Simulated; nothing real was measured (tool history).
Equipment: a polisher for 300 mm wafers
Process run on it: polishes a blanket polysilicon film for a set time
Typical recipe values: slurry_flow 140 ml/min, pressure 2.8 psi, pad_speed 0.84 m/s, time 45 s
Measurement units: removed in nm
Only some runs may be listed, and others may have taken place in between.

run	hour	slurry_flow	pressure	pad_speed	time	wafers since the last listed run	wafers polished on this pad	hours since the slurry nozzle was cleaned	hours since the head pressure was calibrated	incoming thickness of the incoming film, nm	removed
1	0	140	2.8	0.84	45	0	15	480.8	607.8	2115	270.5
# hour 5.8: slurry nozzle cleaned
# hour 29.5: head pressure recalibrated
2	64.5	140	2.8	0.84	45	363	378	58.7	35	2078	247.8
3	115.1	140	2.8	0.84	45	298	677	109.3	85.6	2108.4	251.6
4	178.9	140	2.8	0.84	56	376	1053	173.1	149.4	2088.7	309.6
5	213.2	140	2.8	0.84	56	202	1256	207.4	183.7	2110.6	309
# hour 256.9: worn pad replaced by a new one
6	264	140	2.8	0.74	45	276	42	258.2	234.5	2088.6	223.2
7	315.8	140	2.8	0.74	45	305	348	310	286.3	2131.9	224.5
8	486.2	140	2.8	0.74	45	1005	1353	480.4	456.7	2078.5	225.3
# hour 523.8: slurry nozzle cleaned
9	525.5	140	2.8	1	45	226	1580	1.7	496	2086.1	309.6
# hour 579.3: worn pad replaced by a new one
10	584.9	140	2.8	1	45	327	33	61.1	555.4	2099.2	318.6
# hour 601.6: head pressure recalibrated
11	627.8	140	2.8	0.6	36	241	274	104	26.2	2079.3	127.7
12	668.3	140	2.8	0.6	36	239	513	144.5	66.7	2089.1	127
13	712.8	140	2.8	0.6	36	262	776	189	111.2	2095.2	123.9
14	760.5	140	3.2	1	58	281	1058	236.7	158.9	2106.7	372.5
15	830.1	140	2.8	0.74	45	410	1469	306.3	228.5	2084.4	195
# hour 866: worn pad replaced by a new one
# hour 870.8: head pressure recalibrated, repeated, since the last time left the tool worse
16	871.9	95	3.5	0.98	53	211	22	348.1	1.1	2093.6	370
17	911.9	175	3.2	1.08	33	236	259	388.1	41.1	2088.6	271.4
18	944.6	105	2.5	1	45	193	452	420.8	73.8	2105.1	251.2
# hour 965.8: slurry nozzle cleaned
19	1015.3	100	3.7	0.84	35	411	863	49.5	144.5	2106.7	228.2
20	1059.7	140	2.8	1.04	45	262	1125	93.9	188.9	2092.5	305.9
# hour 1126.4: worn pad replaced by a new one
21	1126.9	105	2	1.12	32	373	2	161.1	256.1	2096.8	175.2
22	1318.6	140	2.8	0.84	45	1131	1134	352.8	447.8	2105.5	259.3
23	1363.7	140	3.5	1.02	39	266	1400	397.9	492.9	2126	327.1
# hour 1410.6: worn pad replaced by a new one
24	1421.4	170	2	0.84	45	317	63	455.6	550.6	2098.3	212.7
# hour 1450.1: head pressure recalibrated
# hour 1454.7: slurry nozzle cleaned
25	1456	140	2.4	0.6	45	186	250	1.3	5.9	2113.3	159.9
26	1504	140	2.8	1.04	45	283	533	49.3	53.9	2084.7	313

Predict each of these 5 candidate next runs independently; none follows another, all start after run 26:
A	1504.4	140	2.8	0.84	45	2	536	49.7	54.3	2083.5	?
B	1504.4	95	1.9	0.6	54	2	536	49.7	54.3	2083.5	?
C	1504.4	140	2.1	1	45	2	536	49.7	54.3	2083.5	?
D	1504.4	140	2.8	0.84	59	2	536	49.7	54.3	2083.5	?
E	1504.4	140	2.5	1	45	2	536	49.7	54.3	2083.5	?

run	removed
A	254.6
B	148.6
C	244.5
D	333.8
E	278
What these runs would have given with no unlogged condition in the tool:
run	removed
A	249.7
B	145.8
C	239.8
D	327.4
E	272.7
